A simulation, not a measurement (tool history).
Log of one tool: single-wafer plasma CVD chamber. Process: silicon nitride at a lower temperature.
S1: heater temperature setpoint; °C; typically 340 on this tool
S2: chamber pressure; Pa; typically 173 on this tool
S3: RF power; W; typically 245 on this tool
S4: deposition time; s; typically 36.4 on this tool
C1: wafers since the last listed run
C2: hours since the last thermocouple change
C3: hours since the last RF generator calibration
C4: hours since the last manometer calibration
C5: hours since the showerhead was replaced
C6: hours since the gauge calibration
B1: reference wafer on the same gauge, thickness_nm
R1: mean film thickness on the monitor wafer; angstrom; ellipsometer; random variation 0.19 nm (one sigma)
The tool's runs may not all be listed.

| run | hour | S1 | S2 | S3 | S4 | C1 | C2 | C3 | C4 | C5 | C6 | B1 | R1 |
|---|---|---|---|---|---|---|---|---|---|---|---|---|---|
| 1 | 0.0 | 340 | 173 | 245 | 34.4 | 0 | 953.1 | 936.8 | 1388.9 | 6036.9 | 10.1 | 27.585 | 316.80 |
|  | 11.2 | thermocouple changed; heater temperature recalibrated |
| 2 | 11.7 | 340 | 173 | 245 | 34.4 | 103 | 0.5 | 948.5 | 1400.6 | 6048.6 | 21.8 | 27.564 | 316.06 |
| 3 | 21.8 | 340 | 173 | 245 | 36.4 | 282 | 10.6 | 958.6 | 1410.7 | 6058.7 | 31.9 | 27.643 | 331.84 |
| 4 | 30.6 | 340 | 173 | 245 | 36.4 | 246 | 19.4 | 967.4 | 1419.5 | 6067.5 | 40.7 | 27.585 | 333.09 |
| 5 | 43.8 | 340 | 173 | 245 | 36.4 | 369 | 32.6 | 980.6 | 1432.7 | 6080.7 | 53.9 | 27.619 | 334.03 |
| 6 | 55.4 | 340 | 196 | 245 | 36.4 | 324 | 44.2 | 992.2 | 1444.3 | 6092.3 | 65.5 | 27.545 | 346.51 |
| 7 | 72.3 | 340 | 199 | 245 | 40.2 | 473 | 61.1 | 1009.1 | 1461.2 | 6109.2 | 82.4 | 27.565 | 384.15 |
| 8 | 78.6 | 340 | 173 | 285 | 43.2 | 176 | 67.4 | 1015.4 | 1467.5 | 6115.5 | 88.7 | 27.680 | 429.90 |
| 9 | 90.0 | 340 | 173 | 245 | 30.9 | 319 | 78.8 | 1026.8 | 1478.9 | 6126.9 | 100.1 | 27.610 | 282.05 |
|  | 101.4 | RF generator calibrated |
| 10 | 101.9 | 340 | 201 | 245 | 34.1 | 109 | 90.7 | 0.5 | 1490.8 | 6138.8 | 112.0 | 27.612 | 319.81 |
| 11 | 113.5 | 350 | 140 | 280 | 33.5 | 324 | 102.3 | 12.1 | 1502.4 | 6150.4 | 123.6 | 27.587 | 301.95 |
| 12 | 126.8 | 340 | 173 | 245 | 36.4 | 372 | 115.6 | 25.4 | 1515.7 | 6163.7 | 136.9 | 27.604 | 323.15 |
| 13 | 136.3 | 340 | 173 | 230 | 36.4 | 266 | 125.1 | 34.9 | 1525.2 | 6173.2 | 146.4 | 27.654 | 314.40 |
| 14 | 151.2 | 350 | 144 | 205 | 40.7 | 417 | 140.0 | 49.8 | 1540.1 | 6188.1 | 161.3 | 27.587 | 312.58 |
| 15 | 166.4 | 334 | 173 | 245 | 39.9 | 425 | 155.2 | 65.0 | 1555.3 | 6203.3 | 176.5 | 27.602 | 358.15 |
|  | 187.1 | capacitance manometer re-zeroed and calibrated |
| 16 | 187.6 | 340 | 143 | 230 | 36.4 | 369 | 176.4 | 86.2 | 0.5 | 6224.5 | 197.7 | 27.553 | 298.20 |
| 17 | 189.7 | 349 | 173 | 220 | 41.9 | 58 | 178.5 | 88.3 | 2.6 | 6226.6 | 199.8 | 27.621 | 350.51 |
| 18 | 238.7 | 331 | 135 | 245 | 36.4 | 1372 | 227.5 | 137.3 | 51.6 | 6275.6 | 248.8 | 27.602 | 302.84 |
|  | 253.1 | RF generator calibrated, repeated, since the last time left the tool worse |
| 19 | 253.6 | 340 | 173 | 245 | 36.4 | 193 | 242.4 | 0.5 | 66.5 | 6290.5 | 263.7 | 27.665 | 346.56 |
|  | 264.2 | showerhead replaced |
| 20 | 268.2 | 340 | 173 | 245 | 36.4 | 184 | 257.0 | 15.1 | 81.1 | 4.0 | 278.3 | 27.594 | 342.28 |
| 21 | 281.4 | 334 | 173 | 245 | 39.9 | 369 | 270.2 | 28.3 | 94.3 | 17.2 | 291.5 | 27.606 | 379.26 |
| 22 | 293.1 | 351 | 173 | 245 | 42.2 | 327 | 281.9 | 40.0 | 106.0 | 28.9 | 303.2 | 27.587 | 397.77 |
| 23 | 300.4 | 340 | 173 | 230 | 42.8 | 204 | 289.2 | 47.3 | 113.3 | 36.2 | 310.5 | 27.614 | 390.40 |
| 24 | 309.6 | 352 | 188 | 210 | 30.7 | 257 | 298.4 | 56.5 | 122.5 | 45.4 | 319.7 | 27.587 | 270.90 |
| 25 | 321.3 | 340 | 173 | 245 | 32.3 | 327 | 310.1 | 68.2 | 134.2 | 57.1 | 331.4 | 27.571 | 305.47 |
| 26 | 334.3 | 349 | 173 | 285 | 39.7 | 364 | 323.1 | 81.2 | 147.2 | 70.1 | 344.4 | 27.656 | 407.02 |
| 27 | 349.1 | 340 | 173 | 245 | 40.8 | 414 | 337.9 | 96.0 | 162.0 | 84.9 | 359.2 | 27.626 | 383.35 |
| 28 | 355.7 | 340 | 173 | 245 | 36.4 | 184 | 344.5 | 102.6 | 168.6 | 91.5 | 365.8 | 27.565 | 341.94 |
| 29 | 403.0 | 326 | 173 | 245 | 36.4 | 1324 | 391.8 | 149.9 | 215.9 | 138.8 | 413.1 | 27.565 | 343.54 |

Run-by-run hidden state of the tool:
wafer temperature above the value expected at the setpoint (K): 0 in every run
true pressure above the setpoint (%): 0 in every run
gauge reads high (%): 0 in every run
H1: delivered RF power above the setpoint (%)
| run | H1 |
|---|---|
| 1 | -5.17 |
| 2 | -5.22 |
| 3 | -5.27 |
| 4 | -5.31 |
| 5 | -5.37 |
| 6 | -5.42 |
| 7 | -5.5 |
| 8 | -5.53 |
| 9 | -5.58 |
| 10 | -9.72 |
| 11 | -9.77 |
| 12 | -9.83 |
| 13 | -9.88 |
| 14 | -9.94 |
| 15 | -10 |
| 16 | -10.1 |
| 17 | -10.1 |
| 18 | -10.3 |
| 19 | -0.274 |
| 20 | -0.341 |
| 21 | -0.401 |
| 22 | -0.455 |
| 23 | -0.489 |
| 24 | -0.531 |
| 25 | -0.585 |
| 26 | -0.644 |
| 27 | -0.712 |
| 28 | -0.743 |
| 29 | -0.96 |
